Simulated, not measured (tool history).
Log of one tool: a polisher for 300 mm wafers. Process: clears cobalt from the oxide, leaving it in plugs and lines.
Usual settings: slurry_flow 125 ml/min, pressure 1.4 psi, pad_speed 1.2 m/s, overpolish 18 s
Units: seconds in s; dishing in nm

run    hour  slurry_flow  pressure  pad_speed  overpolish  incoming thickness of the incoming film, nm  seconds  dishing
  1       0          125       1.4        1.2          24                                        300.3     72.9     45.9
  2    95.9          125       1.4        1.2          24                                        300.5     73.2     45.6
  3   178.3          125       1.4        1.2          18                                        303.2     73.9     40.3
  4   260.7          125       1.4        1.2          18                                        297.8     73.2     38.5
  5   330.1          125       1.4        1.2          18                                        301.2     74.1     40.6
  6     373          125       1.4        1.2          18                                        299.4     75.4     38.5
  7   475.2          125       1.4        1.2          18                                        303.9     77.4       39
      511.7  -- worn pad replaced by a new one
  8   581.1          125       1.4        1.2          18                                        299.3     75.8     39.1
      615.8  -- slurry nozzle cleaned
  9   632.5          125       1.4        1.2          18                                        299.5     73.1     39.8
 10   716.1          125       1.4        1.2          18                                        303.7     74.4     39.2
 11   784.6          125       1.4        1.2          18                                        301.3     74.1     40.3
 12   888.4          125       1.4        1.2          18                                        302.1       76     39.5
 13     955          125       1.4        1.2          18                                        297.6     73.6       40
 14  1038.4          100       1.6        1.2          18                                        297.9     68.4     39.1
 15  1095.4          125       1.4        1.5          18                                        298.1     60.2     44.7
     1115.9  -- worn pad replaced by a new one
 16  1173.9          125       1.4        1.2          18                                        294.9     74.9     37.5
 17  1243.1           80       1.2       1.06          11                                        303.3    117.3     20.3
 18  1298.3          125       1.4        1.2          18                                        300.7     78.1     38.6
     1338.2  -- slurry nozzle cleaned
     1378.8  -- head pressure recalibrated
 19  1379.3          125         1        1.2          23                                        299.2      102     37.7
 20  1464.5          125       1.4        1.2          18                                        299.4     73.8     40.9
 21  1508.8          125       1.2       1.46          10                                        299.2     70.8     27.4
 22  1553.4          125       1.4        1.2          18                                        298.3     75.4     39.1
 23  1621.4          105       1.4        1.2          27                                          299       79     46.5
 24  1694.1          125       1.4        1.2          18                                        301.4     75.4       38
     1716.1  -- worn pad replaced by a new one
 25  1787.9           95       1.1        1.2          21                                        298.8      106     35.6
 26  1856.6          125       0.9        1.2          18                                        299.7      119     29.9
 27  1922.6           85       1.7        1.2          18                                        299.5     72.6     40.4
 28  2017.5          125       0.9        1.2          18                                        299.2    121.1     28.3
     2030.2  -- slurry nozzle cleaned
 29    2080           95       0.9        1.2           8                                          304      123     15.3
 30  2120.2          125       1.4        1.2          18                                          300     73.5       39
 31  2175.9          160       1.4        1.2          18                                        299.8     69.8     39.5
 32  2218.4          150       1.3       0.96          28                                        302.2     95.7     44.3
 33  2286.9          125       1.4        1.2          18                                        297.1       74     39.5
     2320.2  -- worn pad replaced by a new one
 34  2354.8           95         1       1.54          21                                        298.9     85.7     40.5

Measured less the same run without the tool's hidden state. The same run-to-run variation is in both; the gauge's scatter may not be:
The hidden state here: removal rate lost through wear of the pad, %; slurry flow missing at the pad, %; deviation of the head's pressure from its setpoint, %.
run  seconds  dishing
  1     +0.3     -0.1
  2     +0.9     -0.2
  3     +1.3     -0.4
  4     +1.9     -0.5
  5     +2.4     -0.7
  6     +2.7     -0.8
  7     +3.6       -1
  8     +4.5     -1.4
  9     +0.3     -0.1
 10     +0.8     -0.3
 11     +1.3     -0.4
 12       +2     -0.6
 13     +2.4     -0.7
 14     +3.4       -1
 15     +2.8       -1
 16     +4.2     -1.2
 17    +10.6     -1.6
 18     +5.5     -1.6
 19     +1.4     -0.3
 20     +1.6     -0.5
 21     +1.8     -0.5
 22     +2.2     -0.6
 23     +3.2     -0.8
 24     +3.2       -1
 25     +7.1     -1.5
 26     +7.3     -1.3
 27     +6.8     -2.1
 28     +9.9     -1.7
 29     +1.2     -0.1
 30     +0.8     -0.3
 31     +0.8     -0.3
 32     +1.6     -0.4
 33     +1.9     -0.5
 34     +3.4     -0.9

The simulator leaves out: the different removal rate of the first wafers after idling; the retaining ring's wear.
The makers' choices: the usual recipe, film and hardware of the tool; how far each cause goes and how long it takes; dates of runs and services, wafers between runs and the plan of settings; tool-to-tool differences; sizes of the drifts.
